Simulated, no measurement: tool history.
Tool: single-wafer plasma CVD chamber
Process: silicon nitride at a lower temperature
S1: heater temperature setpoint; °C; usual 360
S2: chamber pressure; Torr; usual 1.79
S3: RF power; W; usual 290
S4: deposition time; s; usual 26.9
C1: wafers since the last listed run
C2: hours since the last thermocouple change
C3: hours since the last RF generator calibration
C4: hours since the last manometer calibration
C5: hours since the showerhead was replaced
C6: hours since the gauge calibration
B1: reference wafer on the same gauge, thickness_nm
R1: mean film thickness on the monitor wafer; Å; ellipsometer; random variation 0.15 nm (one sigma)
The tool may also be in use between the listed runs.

Run 1, hour 0.0: usual settings but S4 23.5 s; C1 0; C2 451.6; C3 796.2; C4 1798.7; C5 75.2; C6 1869.6; B1 32.868. Result: R1 275.48 Å.
Run 2, hour 104.4: usual settings but S4 23.5 s; C1 3712; C2 556.0; C3 900.6; C4 1903.1; C5 179.6; C6 1974.0; B1 32.931. Result: R1 274.63 Å.
Run 3, hour 186.8: usual settings; C1 2930; C2 638.4; C3 983.0; C4 1985.5; C5 262.0; C6 2056.4; B1 32.840. Result: R1 315.51 Å.
Run 4, hour 283.2: usual settings; C1 3428; C2 734.8; C3 1079.4; C4 2081.9; C5 358.4; C6 2152.8; B1 32.951. Result: R1 315.29 Å.
Run 5, hour 332.5: usual settings; C1 1753; C2 784.1; C3 1128.7; C4 2131.2; C5 407.7; C6 2202.1; B1 32.906. Result: R1 313.70 Å.
At hour 349.3: capacitance manometer re-zeroed and calibrated.
Run 6, hour 386.0: usual settings but S1 354 °C, S2 1.35 Torr, S3 320 W; C1 1618; C2 837.6; C3 1182.2; C4 36.7; C5 461.2; C6 2255.6; B1 32.852. Result: R1 302.30 Å.
Run 7, hour 450.9: usual settings but S1 349 °C, S2 2.19 Torr, S4 30.5 s; C1 2308; C2 902.5; C3 1247.1; C4 101.6; C5 526.1; C6 2320.5; B1 32.885. Result: R1 376.70 Å.
Run 8, hour 534.9: usual settings but S2 2.14 Torr; C1 2987; C2 986.5; C3 1331.1; C4 185.6; C5 610.1; C6 2404.5; B1 32.887. Result: R1 329.11 Å.
Run 9, hour 603.1: usual settings but S2 1.64 Torr, S3 265 W, S4 23.5 s; C1 2425; C2 1054.7; C3 1399.3; C4 253.8; C5 678.3; C6 2472.7; B1 32.924. Result: R1 246.12 Å.
Run 10, hour 677.7: usual settings; C1 2653; C2 1129.3; C3 1473.9; C4 328.4; C5 752.9; C6 2547.3; B1 32.913. Result: R1 311.75 Å.
Run 11, hour 766.3: usual settings; C1 3150; C2 1217.9; C3 1562.5; C4 417.0; C5 841.5; C6 2635.9; B1 32.900. Result: R1 311.74 Å.
Run 12, hour 818.0: usual settings; C1 1838; C2 1269.6; C3 1614.2; C4 468.7; C5 893.2; C6 2687.6; B1 32.901. Result: R1 311.41 Å.
Run 13, hour 921.4: usual settings; C1 3677; C2 1373.0; C3 1717.6; C4 572.1; C5 996.6; C6 2791.0; B1 32.882. Result: R1 312.88 Å.
At hour 938.1: gauge calibrated.
At hour 958.4: RF generator calibrated.
Run 14, hour 1023.4: usual settings but S1 372 °C, S2 1.51 Torr, S4 25.4 s; C1 3342; C2 1475.0; C3 65.0; C4 674.1; C5 1098.6; C6 85.3; B1 32.876. Result: R1 278.86 Å.
At hour 1082.2: thermocouple changed; heater temperature recalibrated.
Run 15, hour 1084.5: usual settings but S2 1.55 Torr, S4 21.8 s; C1 1888; C2 2.3; C3 126.1; C4 735.2; C5 1159.7; C6 146.4; B1 32.885. Result: R1 243.08 Å.
Run 16, hour 1181.7: usual settings but S1 353 °C, S3 240 W, S4 22.3 s; C1 3456; C2 99.5; C3 223.3; C4 832.4; C5 1256.9; C6 243.6; B1 32.930. Result: R1 222.00 Å.
Run 17, hour 1275.6: usual settings; C1 3339; C2 193.4; C3 317.2; C4 926.3; C5 1350.8; C6 337.5; B1 32.880. Result: R1 316.58 Å.
Run 18, hour 1374.9: usual settings but S3 270 W; C1 3531; C2 292.7; C3 416.5; C4 1025.6; C5 1450.1; C6 436.8; B1 32.888. Result: R1 299.68 Å.
Run 19, hour 1457.8: usual settings; C1 2948; C2 375.6; C3 499.4; C4 1108.5; C5 1533.0; C6 519.7; B1 32.938. Result: R1 315.15 Å.
Run 20, hour 1542.5: usual settings but S2 1.98 Torr; C1 3012; C2 460.3; C3 584.1; C4 1193.2; C5 1617.7; C6 604.4; B1 32.943. Result: R1 327.92 Å.
Run 21, hour 1600.1: usual settings but S1 354 °C, S3 265 W; C1 2048; C2 517.9; C3 641.7; C4 1250.8; C5 1675.3; C6 662.0; B1 32.902. Result: R1 294.05 Å.
Run 22, hour 1636.2: usual settings but S4 21.7 s; C1 1283; C2 554.0; C3 677.8; C4 1286.9; C5 1711.4; C6 698.1; B1 32.886. Result: R1 255.37 Å.
Run 23, hour 1675.2: usual settings but S1 371 °C, S2 1.48 Torr; C1 1386; C2 593.0; C3 716.8; C4 1325.9; C5 1750.4; C6 737.1; B1 32.927. Result: R1 293.84 Å.
Run 24, hour 1734.6: usual settings but S1 349 °C, S2 1.49 Torr, S4 28.7 s; C1 2112; C2 652.4; C3 776.2; C4 1385.3; C5 1809.8; C6 796.5; B1 32.931. Result: R1 315.33 Å.
Run 25, hour 1777.9: usual settings but S1 364 °C, S2 1.38 Torr, S3 315 W, S4 28.4 s; C1 1539; C2 695.7; C3 819.5; C4 1428.6; C5 1853.1; C6 839.8; B1 32.890. Result: R1 324.70 Å.
Run 26, hour 1857.1: usual settings but S1 366 °C, S2 1.44 Torr, S3 245 W, S4 22.5 s; C1 2816; C2 774.9; C3 898.7; C4 1507.8; C5 1932.3; C6 919.0; B1 32.912. Result: R1 210.48 Å.
Run 27, hour 1937.4: usual settings; C1 2855; C2 855.2; C3 979.0; C4 1588.1; C5 2012.6; C6 999.3; B1 32.972. Result: R1 318.61 Å.
Run 28, hour 2007.3: usual settings but S1 346 °C, S2 2.00 Torr, S3 270 W; C1 2485; C2 925.1; C3 1048.9; C4 1658.0; C5 2082.5; C6 1069.2; B1 32.904. Result: R1 311.05 Å.

4 ways to go on from here, each from the tool as it stands after run 28. What would each give?
Run A, hour 2007.7: usual settings; C1 14; C2 925.5; C3 1049.3; C4 1658.4; C5 2082.9; C6 1069.6; B1 ?. Result: R1 ?.
Run B, hour 2007.7: usual settings but S2 1.51 Torr; C1 14; C2 925.5; C3 1049.3; C4 1658.4; C5 2082.9; C6 1069.6; B1 ?. Result: R1 ?.
Run C, hour 2007.7: usual settings but S3 255 W; C1 14; C2 925.5; C3 1049.3; C4 1658.4; C5 2082.9; C6 1069.6; B1 ?. Result: R1 ?.
Run D, hour 2007.7: usual settings but S3 340 W, S4 32.2 s; C1 14; C2 925.5; C3 1049.3; C4 1658.4; C5 2082.9; C6 1069.6; B1 ?. Result: R1 ?.

run      B1      R1
  A  32.876  316.87
  B  32.876  298.99
  C  32.876  283.56
  D  32.876  429.99
Without the tool's hidden state the same runs would have given:
run      R1
  A  308.59
  B  290.86
  C  276.15
  D  418.75

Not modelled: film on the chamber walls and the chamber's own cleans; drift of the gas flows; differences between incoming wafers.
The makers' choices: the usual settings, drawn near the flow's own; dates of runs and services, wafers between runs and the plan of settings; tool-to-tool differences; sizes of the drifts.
